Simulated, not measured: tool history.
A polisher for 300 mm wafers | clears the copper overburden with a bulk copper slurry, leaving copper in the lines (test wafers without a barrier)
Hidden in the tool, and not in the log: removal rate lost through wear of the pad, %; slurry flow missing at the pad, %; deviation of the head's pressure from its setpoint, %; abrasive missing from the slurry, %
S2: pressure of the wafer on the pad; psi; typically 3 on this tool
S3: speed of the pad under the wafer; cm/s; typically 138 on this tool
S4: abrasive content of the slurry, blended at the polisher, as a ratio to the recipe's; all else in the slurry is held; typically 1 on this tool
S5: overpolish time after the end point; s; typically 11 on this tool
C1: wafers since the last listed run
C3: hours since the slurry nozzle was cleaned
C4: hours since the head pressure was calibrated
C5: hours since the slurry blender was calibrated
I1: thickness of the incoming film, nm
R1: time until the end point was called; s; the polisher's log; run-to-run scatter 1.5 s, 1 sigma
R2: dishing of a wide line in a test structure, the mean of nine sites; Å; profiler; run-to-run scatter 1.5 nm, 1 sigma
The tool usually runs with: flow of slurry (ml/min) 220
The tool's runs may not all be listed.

{"run": 1, "hour": 0.0, "flow of slurry (ml/min)": 165, "S2": 3, "S3": 138, "S4": 1, "S5": 11, "C1": 0, "wafers polished on this pad": 919, "C3": 33, "C4": 62.8, "C5": 203.6, "I1": 1487, "R1": 107.7, "R2": 686}
{"hour": 2.2, "done": "slurry blender recalibrated"}
{"run": 2, "hour": 31.8, "flow of slurry (ml/min)": 165, "S2": 3, "S3": 138, "S4": 1, "S5": 11, "C1": 217, "wafers polished on this pad": 1137, "C3": 64.8, "C4": 94.6, "C5": 29.6, "I1": 1525.5, "R1": 107.1, "R2": 673}
{"run": 3, "hour": 44.5, "flow of slurry (ml/min)": 220, "S2": 3, "S3": 168, "S4": 1, "S5": 11, "C1": 92, "wafers polished on this pad": 1229, "C3": 77.5, "C4": 107.3, "C5": 42.3, "I1": 1489.1, "R1": 83, "R2": 746}
{"run": 4, "hour": 62.6, "flow of slurry (ml/min)": 220, "S2": 3, "S3": 168, "S4": 1, "S5": 11, "C1": 131, "wafers polished on this pad": 1361, "C3": 95.6, "C4": 125.4, "C5": 60.4, "I1": 1530.9, "R1": 85.3, "R2": 759}
{"run": 5, "hour": 82.4, "flow of slurry (ml/min)": 220, "S2": 3, "S3": 168, "S4": 1, "S5": 11, "C1": 144, "wafers polished on this pad": 1505, "C3": 115.4, "C4": 145.2, "C5": 80.2, "I1": 1527.2, "R1": 86.6, "R2": 776}
{"hour": 90.7, "done": "worn pad replaced by a new one"}
{"run": 6, "hour": 105.6, "flow of slurry (ml/min)": 220, "S2": 3, "S3": 138, "S4": 1, "S5": 11, "C1": 139, "wafers polished on this pad": 108, "C3": 138.6, "C4": 168.4, "C5": 103.4, "I1": 1520.4, "R1": 102.8, "R2": 680}
{"run": 7, "hour": 134.0, "flow of slurry (ml/min)": 275, "S2": 2.3, "S3": 166, "S4": 1, "S5": 11, "C1": 206, "wafers polished on this pad": 315, "C3": 167, "C4": 196.8, "C5": 131.8, "I1": 1525.1, "R1": 112.7, "R2": 672}
{"run": 8, "hour": 146.8, "flow of slurry (ml/min)": 220, "S2": 3, "S3": 138, "S4": 1, "S5": 11, "C1": 93, "wafers polished on this pad": 409, "C3": 179.8, "C4": 209.6, "C5": 144.6, "I1": 1536.4, "R1": 103.7, "R2": 674}
{"run": 9, "hour": 177.1, "flow of slurry (ml/min)": 220, "S2": 2.3, "S3": 138, "S4": 1.25, "S5": 11, "C1": 220, "wafers polished on this pad": 629, "C3": 210.1, "C4": 239.9, "C5": 174.9, "I1": 1523, "R1": 129.6, "R2": 606}
{"run": 10, "hour": 205.6, "flow of slurry (ml/min)": 220, "S2": 3.4, "S3": 138, "S4": 1, "S5": 11, "C1": 207, "wafers polished on this pad": 837, "C3": 238.6, "C4": 268.4, "C5": 203.4, "I1": 1504.9, "R1": 90.5, "R2": 756}
{"hour": 211.7, "done": "slurry blender recalibrated"}
{"run": 11, "hour": 230.0, "flow of slurry (ml/min)": 220, "S2": 3.3, "S3": 138, "S4": 1, "S5": 14, "C1": 163, "wafers polished on this pad": 1000, "C3": 263, "C4": 292.8, "C5": 18.3, "I1": 1510.9, "R1": 94.5, "R2": 791}
{"run": 12, "hour": 265.1, "flow of slurry (ml/min)": 275, "S2": 2.3, "S3": 166, "S4": 1, "S5": 11, "C1": 255, "wafers polished on this pad": 1256, "C3": 298.1, "C4": 327.9, "C5": 53.4, "I1": 1504.5, "R1": 110.7, "R2": 657}
{"run": 13, "hour": 283.3, "flow of slurry (ml/min)": 220, "S2": 3, "S3": 138, "S4": 1, "S5": 11, "C1": 132, "wafers polished on this pad": 1388, "C3": 316.3, "C4": 346.1, "C5": 71.6, "I1": 1503.9, "R1": 104.3, "R2": 685}
{"hour": 288.4, "done": "worn pad replaced by a new one"}
{"run": 14, "hour": 295.3, "flow of slurry (ml/min)": 165, "S2": 3.8, "S3": 110, "S4": 1.2, "S5": 11, "C1": 58, "wafers polished on this pad": 50, "C3": 328.3, "C4": 358.1, "C5": 83.6, "I1": 1530.8, "R1": 104.3, "R2": 669}
{"run": 15, "hour": 308.0, "flow of slurry (ml/min)": 220, "S2": 3, "S3": 138, "S4": 0.85, "S5": 11, "C1": 92, "wafers polished on this pad": 142, "C3": 341, "C4": 370.8, "C5": 96.3, "I1": 1504.8, "R1": 106.7, "R2": 688}
{"run": 16, "hour": 322.1, "flow of slurry (ml/min)": 220, "S2": 3, "S3": 138, "S4": 1, "S5": 11, "C1": 102, "wafers polished on this pad": 245, "C3": 355.1, "C4": 384.9, "C5": 110.4, "I1": 1527.4, "R1": 105.7, "R2": 713}
{"run": 17, "hour": 340.4, "flow of slurry (ml/min)": 220, "S2": 3, "S3": 138, "S4": 1, "S5": 11, "C1": 133, "wafers polished on this pad": 378, "C3": 373.4, "C4": 403.2, "C5": 128.7, "I1": 1526.1, "R1": 105, "R2": 667}
{"run": 18, "hour": 357.7, "flow of slurry (ml/min)": 220, "S2": 3, "S3": 94, "S4": 1, "S5": 11, "C1": 126, "wafers polished on this pad": 505, "C3": 390.7, "C4": 420.5, "C5": 146, "I1": 1527.5, "R1": 154.4, "R2": 582}
{"run": 19, "hour": 378.0, "flow of slurry (ml/min)": 205, "S2": 3, "S3": 138, "S4": 0.95, "S5": 11, "C1": 147, "wafers polished on this pad": 652, "C3": 411, "C4": 440.8, "C5": 166.3, "I1": 1519.3, "R1": 107.5, "R2": 683}
{"run": 20, "hour": 391.1, "flow of slurry (ml/min)": 265, "S2": 3, "S3": 138, "S4": 1, "S5": 4, "C1": 95, "wafers polished on this pad": 748, "C3": 424.1, "C4": 453.9, "C5": 179.4, "I1": 1491.7, "R1": 99.4, "R2": 368}
{"hour": 395.4, "done": "slurry blender recalibrated"}
{"run": 21, "hour": 426.0, "flow of slurry (ml/min)": 280, "S2": 3, "S3": 138, "S4": 1, "S5": 11, "C1": 239, "wafers polished on this pad": 988, "C3": 459, "C4": 488.8, "C5": 30.6, "I1": 1523.4, "R1": 100.8, "R2": 698}
{"run": 22, "hour": 453.2, "flow of slurry (ml/min)": 185, "S2": 2.1, "S3": 138, "S4": 0.85, "S5": 11, "C1": 198, "wafers polished on this pad": 1186, "C3": 486.2, "C4": 516, "C5": 57.8, "I1": 1519.3, "R1": 157.1, "R2": 560}
{"hour": 462.1, "done": "worn pad replaced by a new one"}
{"run": 23, "hour": 468.3, "flow of slurry (ml/min)": 220, "S2": 3, "S3": 138, "S4": 1.1, "S5": 11, "C1": 80, "wafers polished on this pad": 45, "C3": 501.3, "C4": 531.1, "C5": 72.9, "I1": 1493, "R1": 99.2, "R2": 681}
{"run": 24, "hour": 493.8, "flow of slurry (ml/min)": 275, "S2": 2.2, "S3": 154, "S4": 1, "S5": 14, "C1": 185, "wafers polished on this pad": 231, "C3": 526.8, "C4": 556.6, "C5": 98.4, "I1": 1521.5, "R1": 123.8, "R2": 689}
{"run": 25, "hour": 520.4, "flow of slurry (ml/min)": 220, "S2": 3, "S3": 138, "S4": 1, "S5": 15, "C1": 193, "wafers polished on this pad": 424, "C3": 553.4, "C4": 583.2, "C5": 125, "I1": 1512.8, "R1": 101, "R2": 762}
{"run": 26, "hour": 543.5, "flow of slurry (ml/min)": 220, "S2": 3, "S3": 138, "S4": 1, "S5": 11, "C1": 168, "wafers polished on this pad": 593, "C3": 576.5, "C4": 606.3, "C5": 148.1, "I1": 1503, "R1": 103.5, "R2": 687}
{"run": 27, "hour": 558.8, "flow of slurry (ml/min)": 220, "S2": 2.1, "S3": 138, "S4": 1.15, "S5": 11, "C1": 111, "wafers polished on this pad": 704, "C3": 591.8, "C4": 621.6, "C5": 163.4, "I1": 1540.8, "R1": 148, "R2": 577}

What differs in the tool's unlogged condition from the final listed run ahead of each entry between runs to the first listed run following it?
Between runs 1 and 2: slurry blender recalibrated (hour 2.2)
  both runs share identical hidden conditions
Between runs 5 and 6: worn pad replaced by a new one (hour 90.7)
  both runs share identical hidden conditions
Between runs 10 and 11: slurry blender recalibrated (hour 211.7)
  both runs share identical hidden conditions
Between runs 13 and 14: worn pad replaced by a new one (hour 288.4)
  both runs share identical hidden conditions
Between runs 20 and 21: slurry blender recalibrated (hour 395.4)
  both runs share identical hidden conditions
Between runs 22 and 23: worn pad replaced by a new one (hour 462.1)
  both runs share identical hidden conditions
